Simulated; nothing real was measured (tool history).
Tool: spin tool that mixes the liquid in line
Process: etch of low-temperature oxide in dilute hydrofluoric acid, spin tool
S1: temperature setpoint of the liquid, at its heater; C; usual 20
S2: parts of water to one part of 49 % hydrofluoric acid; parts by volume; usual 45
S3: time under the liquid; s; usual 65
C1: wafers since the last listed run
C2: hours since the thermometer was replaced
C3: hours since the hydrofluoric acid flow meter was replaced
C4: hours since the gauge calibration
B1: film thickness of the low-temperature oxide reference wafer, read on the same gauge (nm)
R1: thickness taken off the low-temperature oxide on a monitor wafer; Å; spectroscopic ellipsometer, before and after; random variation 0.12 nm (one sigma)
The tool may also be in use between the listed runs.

| run | hour | S1 | S2 | S3 | C1 | C2 | C3 | C4 | B1 | R1 |
|---|---|---|---|---|---|---|---|---|---|---|
| 1 | 0 | 20 | 45 | 65 | 0 | 2018 | 513.6 | 10.9 | 80.04 | 274.4 |
| 2 | 9.8 | 20 | 45 | 65 | 100 | 2027.8 | 523.4 | 20.7 | 80.01 | 273 |
| 3 | 16.9 | 20 | 45 | 65 | 72 | 2034.9 | 530.5 | 27.8 | 80.03 | 275.2 |
| 4 | 33.2 | 20 | 45 | 65 | 166 | 2051.2 | 546.8 | 44.1 | 80.02 | 275 |
| 5 | 39.6 | 20 | 50 | 65 | 65 | 2057.6 | 553.2 | 50.5 | 80 | 246.6 |
| 6 | 46 | 20 | 45 | 65 | 65 | 2064 | 559.6 | 56.9 | 80.02 | 276.4 |
| 7 | 61.4 | 20 | 45 | 65 | 157 | 2079.4 | 575 | 72.3 | 80.02 | 276.7 |
| 8 | 71.8 | 20 | 45 | 65 | 106 | 2089.8 | 585.4 | 82.7 | 80.01 | 279 |
| 9 | 85.1 | 20 | 35 | 65 | 135 | 2103.1 | 598.7 | 96 | 80.01 | 358 |
| 10 | 101.4 | 20 | 35 | 65 | 166 | 2119.4 | 615 | 112.3 | 79.98 | 362.9 |
| 11 | 113 | 17 | 45 | 85 | 118 | 2131 | 626.6 | 123.9 | 80.02 | 319.6 |
| 12 | 121.6 | 17 | 45 | 85 | 87 | 2139.6 | 635.2 | 132.5 | 80.01 | 320 |
| 13 | 128.8 | 17 | 45 | 85 | 73 | 2146.8 | 642.4 | 139.7 | 80.01 | 318.6 |
| 14 | 144.4 | 20 | 45 | 65 | 159 | 2162.4 | 658 | 155.3 | 79.96 | 277.8 |
| 15 | 153.7 | 20 | 45 | 65 | 94 | 2171.7 | 667.3 | 164.6 | 80.03 | 280.2 |
| 16 | 169.8 | 18 | 35 | 95 | 164 | 2187.8 | 683.4 | 180.7 | 79.96 | 485.8 |
| 17 | 182.8 | 20 | 45 | 65 | 132 | 2200.8 | 696.4 | 193.7 | 80 | 281.2 |
| 18 | 190.8 | 21.5 | 60 | 85 | 81 | 2208.8 | 704.4 | 201.7 | 79.99 | 288.9 |
| 19 | 199.5 | 17 | 45 | 65 | 88 | 2217.5 | 713.1 | 210.4 | 80.02 | 245.1 |
| 20 | 212.2 | 20 | 45 | 65 | 129 | 2230.2 | 725.8 | 223.1 | 79.97 | 281.2 |
| 21 | 228.1 | 20 | 65 | 65 | 162 | 2246.1 | 741.7 | 239 | 79.99 | 191.5 |
|  | 233.5 | thermometer replaced |
|  | 233.5 | hydrofluoric acid flow meter replaced |
| 22 | 237.1 | 20 | 60 | 65 | 80 | 3.6 | 3.6 | 248 | 79.99 | 185.7 |
| 23 | 244.6 | 20 | 45 | 25 | 76 | 11.1 | 11.1 | 255.5 | 79.94 | 96.5 |
|  | 259.5 | gauge calibrated |
| 24 | 261.4 | 17 | 35 | 45 | 171 | 27.9 | 27.9 | 1.9 | 80 | 199.8 |
| 25 | 273.8 | 20 | 45 | 65 | 126 | 40.3 | 40.3 | 14.3 | 80.04 | 253.7 |
| 26 | 287.9 | 20 | 45 | 65 | 143 | 54.4 | 54.4 | 28.4 | 80.04 | 255.2 |
| 27 | 298.9 | 20 | 45 | 65 | 112 | 65.4 | 65.4 | 39.4 | 80.03 | 255.7 |
| 28 | 307.6 | 20 | 50 | 55 | 88 | 74.1 | 74.1 | 48.1 | 79.97 | 192.7 |
| 29 | 322.9 | 20 | 45 | 65 | 156 | 89.4 | 89.4 | 63.4 | 80 | 253.8 |
| 30 | 329.5 | 20 | 55 | 100 | 67 | 96 | 96 | 70 | 79.98 | 317.1 |

What the log doesn't show, run by run:
liquid colder than its thermometer reads (K): 0 in every run
gauge reads high (%): 0 in every run
H1: hydrofluoric acid flow above the setpoint (%)
| run | H1 |
|---|---|
| 1 | 8.36 |
| 2 | 8.5 |
| 3 | 8.61 |
| 4 | 8.86 |
| 5 | 8.95 |
| 6 | 9.05 |
| 7 | 9.28 |
| 8 | 9.44 |
| 9 | 9.64 |
| 10 | 9.88 |
| 11 | 10.1 |
| 12 | 10.2 |
| 13 | 10.3 |
| 14 | 10.5 |
| 15 | 10.7 |
| 16 | 10.9 |
| 17 | 11.1 |
| 18 | 11.2 |
| 19 | 11.4 |
| 20 | 11.6 |
| 21 | 11.8 |
| 22 | 0.149 |
| 23 | 0.262 |
| 24 | 0.515 |
| 25 | 0.702 |
| 26 | 0.914 |
| 27 | 1.08 |
| 28 | 1.21 |
| 29 | 1.44 |
| 30 | 1.54 |
